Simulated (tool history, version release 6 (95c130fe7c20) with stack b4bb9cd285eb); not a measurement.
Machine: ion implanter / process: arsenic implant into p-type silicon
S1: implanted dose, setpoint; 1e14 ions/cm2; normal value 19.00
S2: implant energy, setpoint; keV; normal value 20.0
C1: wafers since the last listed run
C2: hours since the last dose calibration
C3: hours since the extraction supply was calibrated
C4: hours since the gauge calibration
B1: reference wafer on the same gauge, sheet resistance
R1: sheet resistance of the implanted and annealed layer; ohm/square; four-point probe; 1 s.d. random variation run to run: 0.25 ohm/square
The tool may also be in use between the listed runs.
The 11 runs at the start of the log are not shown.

Run 12, hour 676.6: usual settings; C1 956; C2 707.4; C3 1877.9; C4 574.1; B1 116.97. Result: R1 110.06 ohm/square.
Run 13, hour 768.9: usual settings; C1 2107; C2 799.7; C3 1970.2; C4 666.4; B1 117.01. Result: R1 109.27 ohm/square.
Run 14, hour 815.8: usual settings; C1 1070; C2 846.6; C3 2017.1; C4 713.3; B1 117.00. Result: R1 109.61 ohm/square.
Run 15, hour 902.4: usual settings; C1 1977; C2 933.2; C3 2103.7; C4 799.9; B1 116.94. Result: R1 109.20 ohm/square.
At hour 982.3: Faraday cup replaced and dose calibrated.
Run 16, hour 1009.3: usual settings; C1 2257; C2 27.0; C3 2210.6; C4 906.8; B1 116.99. Result: R1 109.45 ohm/square.
Run 17, hour 1053.0: usual settings; C1 997; C2 70.7; C3 2254.3; C4 950.5; B1 116.89. Result: R1 109.46 ohm/square.
At hour 1198.9: extraction supply calibrated.
Run 18, hour 1373.4: usual settings but S1 21.21 1e14 ions/cm2, S2 13.5 keV; C1 7132; C2 391.1; C3 174.5; C4 1270.9; B1 116.97. Result: R1 122.07 ohm/square.
Run 19, hour 1428.4: usual settings but S1 13.83 1e14 ions/cm2, S2 13.5 keV; C1 1255; C2 446.1; C3 229.5; C4 1325.9; B1 116.96. Result: R1 132.78 ohm/square.
Run 20, hour 1467.0: usual settings; C1 881; C2 484.7; C3 268.1; C4 1364.5; B1 117.02. Result: R1 110.22 ohm/square.
Run 21, hour 1546.2: usual settings but S2 18.0 keV; C1 1808; C2 563.9; C3 347.3; C4 1443.7; B1 116.95. Result: R1 113.65 ohm/square.
Run 22, hour 1606.9: usual settings but S2 25.0 keV; C1 1385; C2 624.6; C3 408.0; C4 1504.4; B1 117.07. Result: R1 100.68 ohm/square.
Run 23, hour 1678.5: usual settings; C1 1634; C2 696.2; C3 479.6; C4 1576.0; B1 116.95. Result: R1 109.49 ohm/square.
At hour 1948.2: Faraday cup replaced and dose calibrated.
Run 24, hour 1959.3: usual settings but S2 25.0 keV; C1 6228; C2 11.1; C3 760.4; C4 1856.8; B1 117.04. Result: R1 100.60 ohm/square.
Run 25, hour 2032.9: usual settings but S1 21.82 1e14 ions/cm2, S2 24.5 keV; C1 1680; C2 84.7; C3 834.0; C4 1930.4; B1 116.88. Result: R1 99.05 ohm/square.
Run 26, hour 2302.9: usual settings but S1 21.85 1e14 ions/cm2, S2 14.0 keV; C1 6164; C2 354.7; C3 1104.0; C4 2200.4; B1 116.98. Result: R1 120.22 ohm/square.
At hour 2334.1: gauge calibrated.
Run 27, hour 2409.3: usual settings but S2 24.0 keV; C1 2429; C2 461.1; C3 1210.4; C4 75.2; B1 116.99. Result: R1 102.23 ohm/square.
Run 28, hour 2454.2: usual settings but S1 22.78 1e14 ions/cm2, S2 23.0 keV; C1 1025; C2 506.0; C3 1255.3; C4 120.1; B1 117.04. Result: R1 100.98 ohm/square.
Run 29, hour 2496.5: usual settings but S1 13.95 1e14 ions/cm2; C1 965; C2 548.3; C3 1297.6; C4 162.4; B1 117.09. Result: R1 118.68 ohm/square.
Run 30, hour 2585.0: usual settings but S1 23.25 1e14 ions/cm2; C1 2020; C2 636.8; C3 1386.1; C4 250.9; B1 117.02. Result: R1 106.30 ohm/square.
Run 31, hour 2630.6: usual settings but S1 22.63 1e14 ions/cm2, S2 25.0 keV; C1 1041; C2 682.4; C3 1431.7; C4 296.5; B1 116.98. Result: R1 97.61 ohm/square.
Run 32, hour 2727.5: usual settings but S1 23.57 1e14 ions/cm2, S2 17.0 keV; C1 2212; C2 779.3; C3 1528.6; C4 393.4; B1 116.94. Result: R1 112.85 ohm/square.
Run 33, hour 2775.4: usual settings; C1 1093; C2 827.2; C3 1576.5; C4 441.3; B1 117.11. Result: R1 109.97 ohm/square.
Run 34, hour 2854.1: usual settings but S2 15.0 keV; C1 1796; C2 905.9; C3 1655.2; C4 520.0; B1 117.01. Result: R1 120.80 ohm/square.
Run 35, hour 2914.1: usual settings but S1 16.07 1e14 ions/cm2, S2 16.0 keV; C1 1369; C2 965.9; C3 1715.2; C4 580.0; B1 116.95. Result: R1 121.87 ohm/square.
Run 36, hour 3011.9: usual settings but S1 16.51 1e14 ions/cm2, S2 15.5 keV; C1 2232; C2 1063.7; C3 1813.0; C4 677.8; B1 116.96. Result: R1 122.47 ohm/square.

Alternative continuations, all from the tool just after run 36; predict every row:
Run A, hour 3012.3: usual settings but S2 23.5 keV; C1 9; C2 1064.1; C3 1813.4; C4 678.2; B1 ?. Result: R1 ?.
Run B, hour 3012.3: usual settings but S1 16.87 1e14 ions/cm2, S2 16.0 keV; C1 9; C2 1064.1; C3 1813.4; C4 678.2; B1 ?. Result: R1 ?.
Run C, hour 3012.3: usual settings but S1 13.62 1e14 ions/cm2, S2 23.0 keV; C1 9; C2 1064.1; C3 1813.4; C4 678.2; B1 ?. Result: R1 ?.
Run D, hour 3012.3: usual settings but S1 21.37 1e14 ions/cm2, S2 16.5 keV; C1 9; C2 1064.1; C3 1813.4; C4 678.2; B1 ?. Result: R1 ?.
Run E, hour 3012.3: usual settings but S1 16.56 1e14 ions/cm2, S2 15.5 keV; C1 9; C2 1064.1; C3 1813.4; C4 678.2; B1 ?. Result: R1 ?.

run      B1      R1
  A  117.03  103.43
  B  117.03  121.23
  C  117.03  114.11
  D  117.03  115.32
  E  117.03  122.86
Take away the tool's hidden state, keep each run's random variation, and the runs would have read:
run      R1
  A  103.43
  B  121.23
  C  114.11
  D  115.32
  E  122.86
